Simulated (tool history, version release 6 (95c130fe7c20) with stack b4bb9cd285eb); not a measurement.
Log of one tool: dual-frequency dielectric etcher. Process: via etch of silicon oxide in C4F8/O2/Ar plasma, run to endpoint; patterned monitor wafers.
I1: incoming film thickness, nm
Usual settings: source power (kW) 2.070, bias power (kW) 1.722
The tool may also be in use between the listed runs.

{"run": 1, "hour": 0.0, "source power (kW)": 2.25, "bias power (kW)": 1.722, "I1": 2117.1, "endpoint time (s)": 406.1}
{"run": 2, "hour": 6.7, "source power (kW)": 2.25, "bias power (kW)": 1.722, "I1": 2125.1, "endpoint time (s)": 408.7}
{"run": 3, "hour": 19.5, "source power (kW)": 2.45, "bias power (kW)": 1.722, "I1": 2084.3, "endpoint time (s)": 385.7}
{"hour": 28.5, "done": "bias power generator calibrated"}
{"run": 4, "hour": 37.1, "source power (kW)": 2.45, "bias power (kW)": 1.722, "I1": 2119.5, "endpoint time (s)": 391.7}
{"hour": 73.9, "done": "wet clean of the chamber"}
{"run": 5, "hour": 74.4, "source power (kW)": 2.07, "bias power (kW)": 1.722, "I1": 2110.2, "endpoint time (s)": 418.5}
{"run": 6, "hour": 74.8, "source power (kW)": 2.07, "bias power (kW)": 1.722, "I1": 2141.3, "endpoint time (s)": 426.1}
{"run": 7, "hour": 81.3, "source power (kW)": 2.07, "bias power (kW)": 1.722, "I1": 2108.4, "endpoint time (s)": 418.3}
{"run": 8, "hour": 89.4, "source power (kW)": 2.07, "bias power (kW)": 1.82, "I1": 2096.6, "endpoint time (s)": 410.6}
{"run": 9, "hour": 123.3, "source power (kW)": 2.07, "bias power (kW)": 1.82, "I1": 2099.8, "endpoint time (s)": 410.3}
{"run": 10, "hour": 129.6, "source power (kW)": 2.34, "bias power (kW)": 2.041, "I1": 2115.9, "endpoint time (s)": 379.4}
{"run": 11, "hour": 141.1, "source power (kW)": 2.49, "bias power (kW)": 2.007, "I1": 2117.4, "endpoint time (s)": 366.8}
{"run": 12, "hour": 151.0, "source power (kW)": 2.54, "bias power (kW)": 1.446, "I1": 2109.6, "endpoint time (s)": 403.9}
{"run": 13, "hour": 166.0, "source power (kW)": 2.07, "bias power (kW)": 1.722, "I1": 2129.4, "endpoint time (s)": 425.2}
{"hour": 176.5, "done": "source power generator calibrated"}
{"run": 14, "hour": 177.0, "source power (kW)": 2.39, "bias power (kW)": 2.147, "I1": 2120.6, "endpoint time (s)": 368.1}
{"run": 15, "hour": 182.8, "source power (kW)": 2.51, "bias power (kW)": 1.876, "I1": 2123.6, "endpoint time (s)": 377.2}
{"run": 16, "hour": 206.8, "source power (kW)": 2.31, "bias power (kW)": 1.59, "I1": 2136.6, "endpoint time (s)": 412.2}
{"run": 17, "hour": 223.9, "source power (kW)": 2.07, "bias power (kW)": 1.722, "I1": 2122.1, "endpoint time (s)": 423.0}
{"run": 18, "hour": 230.9, "source power (kW)": 2.21, "bias power (kW)": 2.004, "I1": 2115.1, "endpoint time (s)": 390.4}
{"run": 19, "hour": 238.9, "source power (kW)": 2.45, "bias power (kW)": 1.722, "I1": 2100.4, "endpoint time (s)": 387.7}
{"run": 20, "hour": 256.8, "source power (kW)": 2.07, "bias power (kW)": 1.722, "I1": 2126.4, "endpoint time (s)": 422.0}
{"hour": 282.3, "done": "upper electrode replaced"}
{"run": 21, "hour": 282.8, "source power (kW)": 2.59, "bias power (kW)": 1.936, "I1": 2108.3, "endpoint time (s)": 365.7}
{"run": 22, "hour": 283.7, "source power (kW)": 2.07, "bias power (kW)": 1.722, "I1": 2129.5, "endpoint time (s)": 425.5}
{"run": 23, "hour": 294.1, "source power (kW)": 2.07, "bias power (kW)": 1.722, "I1": 2111.0, "endpoint time (s)": 422.9}
{"run": 24, "hour": 310.5, "source power (kW)": 2.28, "bias power (kW)": 1.37, "I1": 2136.1, "endpoint time (s)": 435.8}
{"run": 25, "hour": 328.5, "source power (kW)": 2.57, "bias power (kW)": 1.942, "I1": 2118.6, "endpoint time (s)": 369.4}
{"run": 26, "hour": 343.5, "source power (kW)": 2.46, "bias power (kW)": 2.131, "I1": 2106.5, "endpoint time (s)": 361.1}
{"run": 27, "hour": 351.6, "source power (kW)": 2.07, "bias power (kW)": 1.308, "I1": 2117.8, "endpoint time (s)": 461.8}
{"run": 28, "hour": 359.4, "source power (kW)": 1.66, "bias power (kW)": 2.058, "I1": 2129.1, "endpoint time (s)": 450.6}
{"run": 29, "hour": 372.2, "source power (kW)": 1.61, "bias power (kW)": 2.025, "I1": 2109.2, "endpoint time (s)": 455.9}
{"run": 30, "hour": 385.5, "source power (kW)": 1.76, "bias power (kW)": 2.041, "I1": 2118.8, "endpoint time (s)": 436.0}
{"run": 31, "hour": 397.4, "source power (kW)": 2.07, "bias power (kW)": 1.537, "I1": 2099.7, "endpoint time (s)": 434.1}
{"run": 32, "hour": 415.3, "source power (kW)": 2.07, "bias power (kW)": 1.722, "I1": 2101.1, "endpoint time (s)": 424.1}
{"run": 33, "hour": 421.6, "source power (kW)": 2.4, "bias power (kW)": 1.978, "I1": 2129.2, "endpoint time (s)": 382.7}
{"run": 34, "hour": 428.5, "source power (kW)": 1.65, "bias power (kW)": 2.069, "I1": 2111.8, "endpoint time (s)": 447.4}

Hidden state or all else? Some run-to-run changes of endpoint time (s), split into what the settings, what came in and random variation would give without the hidden state, and what is left for the hidden state (with any gauge scatter that isn't in both results):
The hidden state here: etch rate over this chamber's usual, %; source power that arrives over what is set, %; bias power that arrives over what is set, %.
Run 4 -> 5: source power (kW) 2.450 -> 2.070, wet clean of the chamber. endpoint time (s) +26.8: hidden state -3.6, all else +30.4.
Run 24 -> 25: source power (kW) 2.280 -> 2.570, bias power (kW) 1.370 -> 1.942. endpoint time (s) -66.4: hidden state -0.5, all else -65.9.
Run 26 -> 27: source power (kW) 2.460 -> 2.070, bias power (kW) 2.131 -> 1.308. endpoint time (s) +100.7: hidden state +1.2, all else +99.5.
Run 33 -> 34: source power (kW) 2.400 -> 1.650, bias power (kW) 1.978 -> 2.069. endpoint time (s) +64.7: hidden state +1.0, all else +63.7.
